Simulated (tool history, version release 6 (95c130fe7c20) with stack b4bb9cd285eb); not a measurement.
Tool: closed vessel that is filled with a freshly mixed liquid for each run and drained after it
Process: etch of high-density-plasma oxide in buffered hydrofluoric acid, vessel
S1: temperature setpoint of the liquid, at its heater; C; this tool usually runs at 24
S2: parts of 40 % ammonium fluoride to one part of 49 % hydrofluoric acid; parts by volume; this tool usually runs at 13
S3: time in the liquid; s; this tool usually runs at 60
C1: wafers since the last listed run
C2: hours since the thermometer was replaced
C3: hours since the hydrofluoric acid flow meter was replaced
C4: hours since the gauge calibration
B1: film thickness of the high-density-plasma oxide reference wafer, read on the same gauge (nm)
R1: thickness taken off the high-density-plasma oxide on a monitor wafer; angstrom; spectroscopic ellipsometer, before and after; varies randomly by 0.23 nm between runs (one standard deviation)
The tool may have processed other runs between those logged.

run	hour	S1	S2	S3	C1	C2	C3	C4	B1	R1
1	0	24	13	60	0	1499.4	1154.3	1161.8	99.99	675.7
2	51.6	24	13	60	6825	1551	1205.9	1213.4	99.94	675.5
# hour 53.1: hydrofluoric acid flow meter replaced
3	103.2	24	13	60	6692	1602.6	50.1	1265	100.04	674
4	141.3	20	13	60	5039	1640.7	88.2	1303.1	99.98	541.1
5	171.1	20	13	60	3941	1670.5	118	1332.9	100.05	542.8
6	238.3	24	16.5	60	8888	1737.7	185.2	1400.1	100	533.2
7	299.6	24	16.5	60	8108	1799	246.5	1461.4	99.98	534.7
8	350.3	24	13	60	6705	1849.7	297.2	1512.1	100.06	671.8
9	420	24	13	60	9219	1919.4	366.9	1581.8	100	670.3
10	487.6	24	13	60	8941	1987	434.5	1649.4	99.99	674.4
11	541.5	24	13	60	7129	2040.9	488.4	1703.3	99.99	668.1
12	602.7	24	13	60	8094	2102.1	549.6	1764.5	99.99	666.3
13	656.3	24	13	60	7089	2155.7	603.2	1818.1	100.01	670.1
14	711	24	13	60	7235	2210.4	657.9	1872.8	99.99	666.5
15	736.2	24	17.5	30	3333	2235.6	683.1	1898	100	249.9
# hour 862.4: gauge calibrated
# hour 937.2: thermometer replaced
16	940.9	24	13	95	26942	3.7	887.8	78.5	100	1112.4
17	990.9	24	13	60	6613	53.7	937.8	128.5	100	702.3
18	1028.4	24	13	60	4960	91.2	975.3	166	99.98	701.4
19	1064.2	24	13	80	4735	127	1011.1	201.8	100.02	936.5
20	1124.9	24	13	60	8028	187.7	1071.8	262.5	99.99	700.6
21	1160.4	27.5	13	60	4695	223.2	1107.3	298	100.03	845.5
# hour 1162.4: hydrofluoric acid flow meter replaced
22	1189.3	28.5	18	45	3690	252.1	26.9	326.9	100.01	485.8
23	1253.1	24	10.5	75	8438	315.9	90.7	390.7	99.99	1074.8
24	1319.8	21	16	75	8822	382.6	157.4	457.4	100.04	601.5
25	1378.2	27.5	13	40	7724	441	215.8	515.8	99.98	561
26	1447	19.5	15	40	9100	509.8	284.6	584.6	100	314.8
27	1483.1	24	13	75	4774	545.9	320.7	620.7	100.01	863.9
28	1551.3	24	13	60	9020	614.1	388.9	688.9	100.05	695.4
29	1601	24	13	30	6573	663.8	438.6	738.6	99.99	347.9
30	1659.3	26	13	75	7711	722.1	496.9	796.9	100	961.9
31	1784.3	24	15	60	16533	847.1	621.9	921.9	100.02	602.6

How the hidden state differs across the entries between the runs, from the last listed run before each to the first after it:
After run 2, before run 3: hydrofluoric acid flow meter replaced (hour 53.1)
  liquid colder than its thermometer reads (K): 0.749 -> 0.769
  measured value less the no-hidden-state value, R1: -28.3 -> -29 angstrom
After run 15, before run 16: gauge calibrated (hour 862.4); thermometer replaced (hour 937.2)
  liquid colder than its thermometer reads (K): 1.01 -> 0.0715
  measured value less the no-hidden-state value, R1: -14.3 -> -4.3 angstrom
After run 21, before run 22: hydrofluoric acid flow meter replaced (hour 1162.4)
  liquid colder than its thermometer reads (K): 0.155 -> 0.166
  measured value less the no-hidden-state value, R1: -6.8 -> -4.4 angstrom
